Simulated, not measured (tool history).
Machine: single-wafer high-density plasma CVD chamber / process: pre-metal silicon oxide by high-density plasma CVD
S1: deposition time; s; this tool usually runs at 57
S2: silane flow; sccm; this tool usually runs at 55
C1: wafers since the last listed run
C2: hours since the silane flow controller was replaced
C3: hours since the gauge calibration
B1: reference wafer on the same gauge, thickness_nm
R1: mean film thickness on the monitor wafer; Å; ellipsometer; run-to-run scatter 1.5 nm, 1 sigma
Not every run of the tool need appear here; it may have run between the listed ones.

Run 1, hour 0: usual settings; C1 0; C2 3226.3; C3 591.3; B1 292.588. Result: R1 2873.92 Å.
Run 2, hour 91.7: usual settings; C1 1206; C2 3318; C3 683; B1 291.27. Result: R1 2897.88 Å.
Run 3, hour 192.9: usual settings but S2 47 sccm; C1 1331; C2 3419.2; C3 784.2; B1 290.362. Result: R1 2544.92 Å.
Run 4, hour 254.3: usual settings but S2 47 sccm; C1 807; C2 3480.6; C3 845.6; B1 289.478. Result: R1 2549.85 Å.
Run 5, hour 318.7: usual settings but S2 47 sccm; C1 847; C2 3545; C3 910; B1 288.236. Result: R1 2535.56 Å.
Run 6, hour 360.9: usual settings; C1 555; C2 3587.2; C3 952.2; B1 287.792. Result: R1 2858.52 Å.
Run 7, hour 434: usual settings; C1 961; C2 3660.3; C3 1025.3; B1 286.301. Result: R1 2838.78 Å.
Run 8, hour 491.3: usual settings; C1 753; C2 3717.6; C3 1082.6; B1 285.792. Result: R1 2809.51 Å.
Run 9, hour 579.2: usual settings; C1 1156; C2 3805.5; C3 1170.5; B1 284.018. Result: R1 2825.18 Å.
Run 10, hour 633.2: usual settings; C1 710; C2 3859.5; C3 1224.5; B1 282.939. Result: R1 2804.84 Å.
Run 11, hour 706.2: usual settings; C1 960; C2 3932.5; C3 1297.5; B1 281.539. Result: R1 2765.36 Å.
Run 12, hour 751.2: usual settings; C1 592; C2 3977.5; C3 1342.5; B1 280.444. Result: R1 2776.42 Å.
Run 13, hour 822: usual settings; C1 931; C2 4048.3; C3 1413.3; B1 278.614. Result: R1 2748.06 Å.
At hour 872.4: gauge calibrated.
Run 14, hour 888.4: usual settings but S2 48 sccm; C1 873; C2 4114.7; C3 16; B1 297.895. Result: R1 2646.59 Å.
At hour 988.5: silane flow controller replaced.
Run 15, hour 989: usual settings but S2 48 sccm; C1 1218; C2 0.5; C3 116.6; B1 298.147. Result: R1 2637.28 Å.
Run 16, hour 1081.8: usual settings but S1 52.3 s, S2 48 sccm; C1 1221; C2 93.3; C3 209.4; B1 297.898. Result: R1 2421.47 Å.
Run 17, hour 1124.4: usual settings but S2 62 sccm; C1 560; C2 135.9; C3 252; B1 297.654. Result: R1 3228.67 Å.
Run 18, hour 1211.9: usual settings; C1 1151; C2 223.4; C3 339.5; B1 296.961. Result: R1 2942.17 Å.
Run 19, hour 1481.7: usual settings but S1 64.5 s, S2 63 sccm; C1 3550; C2 493.2; C3 609.3; B1 294.868. Result: R1 3681.36 Å.
Run 20, hour 1551.2: usual settings; C1 914; C2 562.7; C3 678.8; B1 293.755. Result: R1 2934.45 Å.
Run 21, hour 1637.8: usual settings but S1 65.3 s, S2 46 sccm; C1 1139; C2 649.3; C3 765.4; B1 292.647. Result: R1 2925.72 Å.
Run 22, hour 1704.6: usual settings but S1 62.3 s; C1 878; C2 716.1; C3 832.2; B1 292.052. Result: R1 3145.6 Å.
Run 23, hour 1755: usual settings but S2 59 sccm; C1 663; C2 766.5; C3 882.6; B1 291.65. Result: R1 3045.02 Å.
Run 24, hour 1811.9: usual settings but S1 61.8 s; C1 748; C2 823.4; C3 939.5; B1 290.451. Result: R1 3093.86 Å.
Run 25, hour 1898.4: usual settings but S2 47 sccm; C1 1138; C2 909.9; C3 1026; B1 289.315. Result: R1 2533.52 Å.
Run 26, hour 1997.5: usual settings but S1 47.4 s, S2 47 sccm; C1 1303; C2 1009; C3 1125.1; B1 287.33. Result: R1 2115.4 Å.
Run 27, hour 2034.6: usual settings but S1 50.7 s, S2 44 sccm; C1 488; C2 1046.1; C3 1162.2; B1 286.804. Result: R1 2121.58 Å.
Run 28, hour 2073: usual settings but S1 49.2 s, S2 64 sccm; C1 505; C2 1084.5; C3 1200.6; B1 285.727. Result: R1 2768.57 Å.
Run 29, hour 2136.9: usual settings but S1 49.6 s, S2 65 sccm; C1 840; C2 1148.4; C3 1264.5; B1 284.769. Result: R1 2838.72 Å.
At hour 2144.6: gauge calibrated.
Run 30, hour 2221.3: usual settings but S1 65.3 s, S2 46 sccm; C1 1110; C2 1232.8; C3 76.7; B1 299.477. Result: R1 2961.04 Å.
Run 31, hour 2294.8: usual settings but S1 50.3 s; C1 967; C2 1306.3; C3 150.2; B1 299.946. Result: R1 2628.85 Å.

Forecast each of these 3 alternatives for the next run:
Run A, hour 2295.2: usual settings; C1 5; C2 1306.7; C3 150.6; B1 ?. Result: R1 ?.
Run B, hour 2295.2: usual settings but S1 67.7 s, S2 58 sccm; C1 5; C2 1306.7; C3 150.6; B1 ?. Result: R1 ?.
Run C, hour 2295.2: usual settings but S1 48.1 s; C1 5; C2 1306.7; C3 150.6; B1 ?. Result: R1 ?.

run       B1       R1
  A  299.888  2982.26
  B  299.888  3695.71
  C  299.888  2516.61
Stripped of hidden state, with their random variation kept, the same runs would have yielded:
run       R1
  A   2974.4
  B  3685.97
  C  2509.97
